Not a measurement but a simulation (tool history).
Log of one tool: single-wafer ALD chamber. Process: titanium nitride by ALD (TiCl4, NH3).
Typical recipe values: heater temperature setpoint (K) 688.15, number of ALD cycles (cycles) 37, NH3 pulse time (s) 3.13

run    hour  heater temperature setpoint (K)  number of ALD cycles (cycles)  NH3 pulse time (s)  read-back reference wafer on the same gauge, thickness_nm  mean film thickness on the monitor wafer (angstrom)
  1     0.0                           699.15                             32                3.13                                                      0.919                                                 6.95
  2   102.7                           688.15                             37                3.77                                                      0.919                                                 8.02
  3   187.9                           688.15                             37                3.77                                                      0.918                                                 8.02
  4   414.8                           693.15                             37                3.13                                                      0.919                                                 8.03
  5   457.0                           693.15                             37                3.13                                                      0.917                                                 7.97
  6   513.4                           688.15                             37                3.13                                                      0.918                                                 8.01
  7   555.3                           688.15                             37                3.13                                                      0.917                                                 7.98
  8   625.7                           688.15                             37                3.13                                                      0.917                                                 7.98
  9   729.1                           695.15                             37                3.13                                                      0.918                                                 8.01
 10   814.1                           688.15                             37                3.13                                                      0.917                                                 7.99
 11   882.1                           688.15                             37                3.13                                                      0.918                                                 7.99
 12   935.2                           688.15                             37                3.13                                                      0.916                                                 7.97
 13   986.6                           688.15                             37                3.13                                                      0.917                                                 8.00
 14  1049.1                           688.15                             37                3.13                                                      0.918                                                 8.00
 15  1115.5                           688.15                             37                2.41                                                      0.917                                                 7.95
 16  1215.9                           688.15                             37                2.41                                                      0.918                                                 7.94
     1242.7  -- thermocouple changed; heater temperature recalibrated
     1271.5  -- showerhead replaced
 17  1272.0                           688.15                             37                2.41                                                      0.918                                                 7.92
 18  1326.3                           688.15                             37                3.13                                                      0.917                                                 7.97
 19  1424.6                           677.15                             37                3.13                                                      0.918                                                 7.96
 20  1489.5                           697.15                             30                2.08                                                      0.916                                                 6.42
 21  1591.5                           688.15                             37                3.13                                                      0.917                                                 8.01
 22  1656.9                           676.15                             39                2.31                                                      0.916                                                 8.32
 23  1726.5                           688.15                             37                3.13                                                      0.917                                                 7.97
     1731.6  -- gauge calibrated
 24  1791.8                           688.15                             37                2.42                                                      0.931                                                 8.09
 25  1879.8                           688.15                             37                3.13                                                      0.931                                                 8.11
 26  1918.4                           700.15                             40                4.03                                                      0.931                                                 8.80
 27  2001.3                           688.15                             40                4.01                                                      0.930                                                 8.80
 28  2083.3                           688.15                             40                3.13                                                      0.930                                                 8.76
 29  2162.0                           699.15                             40                3.80                                                      0.928                                                 8.78
 30  2202.1                           698.15                             35                4.14                                                      0.928                                                 7.70
 31  2298.6                           699.15                             32                3.13                                                      0.927                                                 6.97
 32  2351.1                           693.15                             37                3.13                                                      0.928                                                 8.09
 33  2596.5                           693.15                             37                4.02                                                      0.927                                                 8.06
 34  2649.8                           679.15                             34                3.62                                                      0.924                                                 7.43
 35  2708.1                           688.15                             37                2.46                                                      0.925                                                 8.02
 36  2766.1                           677.15                             43                3.13                                                      0.923                                                 9.35
 37  2808.5                           696.15                             41                3.94                                                      0.924                                                 8.94
 38  2885.2                           688.15                             43                4.36                                                      0.923                                                 9.42
 39  2963.7                           675.15                             30                3.13                                                      0.923                                                 6.51
     3043.0  -- thermocouple changed; heater temperature recalibrated
 40  3068.7                           688.15                             37                3.79                                                      0.924                                                 8.09

Each row is a separate what-if for the run after 40, all from the same tool condition, not one after another. Results?
  A  3069.2                           688.15                             37                2.82                                                          ?                                                    ?
  B  3069.2                           700.15                             30                1.91                                                          ?                                                    ?
  C  3069.2                           688.15                             31                3.13                                                          ?                                                    ?

run  read-back reference wafer on the same gauge, thickness_nm  mean film thickness on the monitor wafer (angstrom)
  A                                                      0.923                                                 8.04
  B                                                      0.923                                                 6.48
  C                                                      0.923                                                 6.75
The same runs, with their run-to-run variation unchanged, on a tool lacking any hidden condition would have given:
run  mean film thickness on the monitor wafer (angstrom)
  A                                                 8.13
  B                                                 6.55
  C                                                 6.82
